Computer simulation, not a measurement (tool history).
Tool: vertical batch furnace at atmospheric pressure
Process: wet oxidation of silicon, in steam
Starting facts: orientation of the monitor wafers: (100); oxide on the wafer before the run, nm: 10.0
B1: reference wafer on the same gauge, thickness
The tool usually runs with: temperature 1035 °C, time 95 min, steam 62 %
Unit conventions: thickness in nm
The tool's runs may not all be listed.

run 1 day=0 | temperature=1035 time=95 steam=62 | B1=543.91 | thickness=594.75
run 2 day=2.358 | temperature=1035 time=95 steam=62 | B1=543.76 | thickness=591.73
run 3 day=4.667 | temperature=1035 time=95 steam=62 | B1=543.97 | thickness=592.12
run 4 day=7.346 | temperature=1035 time=95 steam=62 | B1=544.21 | thickness=590.09
run 5 day=10.146 | temperature=1035 time=95 steam=62 | B1=543.88 | thickness=592.28
run 6 day=12.212 | temperature=1035 time=95 steam=62 | B1=544 | thickness=591.14
run 7 day=14.446 | temperature=1035 time=95 steam=62 | B1=544.02 | thickness=591.75
run 8 day=16.429 | temperature=1035 time=95 steam=62 | B1=544.11 | thickness=592.52
-- day=17.946 thermocouples replaced and temperature profile calibrated
-- day=22.225 steam generator serviced
run 9 day=22.246 | temperature=1046 time=110 steam=62 | B1=544.17 | thickness=689.8
run 10 day=23.933 | temperature=1046 time=110 steam=62 | B1=544.13 | thickness=687.47
run 11 day=25.158 | temperature=1046 time=110 steam=62 | B1=543.66 | thickness=687.84
run 12 day=27.183 | temperature=1035 time=95 steam=62 | B1=543.94 | thickness=592.76
run 13 day=34.979 | temperature=1035 time=95 steam=62 | B1=544.08 | thickness=589.36
run 14 day=36.075 | temperature=1035 time=95 steam=62 | B1=544.09 | thickness=589.48
run 15 day=37.767 | temperature=1035 time=95 steam=62 | B1=544.11 | thickness=588.24
-- day=38.662 gauge calibrated
run 16 day=40.046 | temperature=1026 time=53 steam=54 | B1=543.76 | thickness=348.22
run 17 day=41.892 | temperature=1035 time=116.5 steam=62 | B1=543.67 | thickness=665.65
run 18 day=43.521 | temperature=1035 time=95 steam=62 | B1=544.1 | thickness=585.68
run 19 day=44.733 | temperature=1028 time=135.5 steam=62 | B1=543.8 | thickness=702.08
run 20 day=46.029 | temperature=1035 time=137 steam=54 | B1=543.81 | thickness=671.73
run 21 day=48.529 | temperature=1025 time=95 steam=62 | B1=544.08 | thickness=555.27
run 22 day=49.667 | temperature=1013 time=63 steam=62 | B1=543.56 | thickness=390.15
run 23 day=51.175 | temperature=1035 time=81.5 steam=62 | B1=544.09 | thickness=534.05
run 24 day=52.842 | temperature=1054 time=95 steam=62 | B1=543.8 | thickness=644.61
run 25 day=54.154 | temperature=1035 time=95 steam=62 | B1=543.9 | thickness=583.73
run 26 day=56.342 | temperature=1054 time=53.5 steam=52 | B1=544.36 | thickness=407.2
run 27 day=57.442 | temperature=1042 time=136.5 steam=54 | B1=543.98 | thickness=693.22
run 28 day=59.021 | temperature=1017 time=138.5 steam=68 | B1=544 | thickness=707.76
run 29 day=60.042 | temperature=1035 time=56.5 steam=62 | B1=543.99 | thickness=420.16
run 30 day=62.962 | temperature=1022 time=60.5 steam=51 | B1=543.76 | thickness=356.41
run 31 day=65.538 | temperature=1044 time=72 steam=52 | B1=544.38 | thickness=464.36
run 32 day=67.058 | temperature=1035 time=95 steam=62 | B1=543.78 | thickness=585.87
run 33 day=68.446 | temperature=1035 time=74.5 steam=62 | B1=544.14 | thickness=502.29
run 34 day=71.162 | temperature=1035 time=95 steam=62 | B1=544.1 | thickness=580.71
run 35 day=73.6 | temperature=1035 time=95 steam=62 | B1=543.79 | thickness=581.76
run 36 day=74.8 | temperature=1035 time=95 steam=62 | B1=544.05 | thickness=582.79
run 37 day=77.183 | temperature=1035 time=95 steam=62 | B1=543.77 | thickness=584.62

5 options for the next run, each taken on its own from the tool as it stands now. Forecast them:
run A day=77.392 | temperature=1010 time=95 steam=62 | B1=? | thickness=?
run B day=77.392 | temperature=1035 time=139 steam=62 | B1=? | thickness=?
run C day=77.392 | temperature=1035 time=57 steam=66 | B1=? | thickness=?
run D day=77.392 | temperature=1018 time=95 steam=56 | B1=? | thickness=?
run E day=77.392 | temperature=1035 time=129 steam=51 | B1=? | thickness=?

run=A B1=543.79 thickness=502.21
run=B B1=543.79 thickness=736.46
run=C B1=543.79 thickness=440.31
run=D B1=543.79 thickness=494.94
run=E B1=543.79 thickness=625.3
With the hidden condition removed and each run's random variation left untouched, the same runs would have given:
run=A thickness=511.29
run=B thickness=750.08
run=C thickness=448.36
run=D thickness=503.93
run=E thickness=636.83
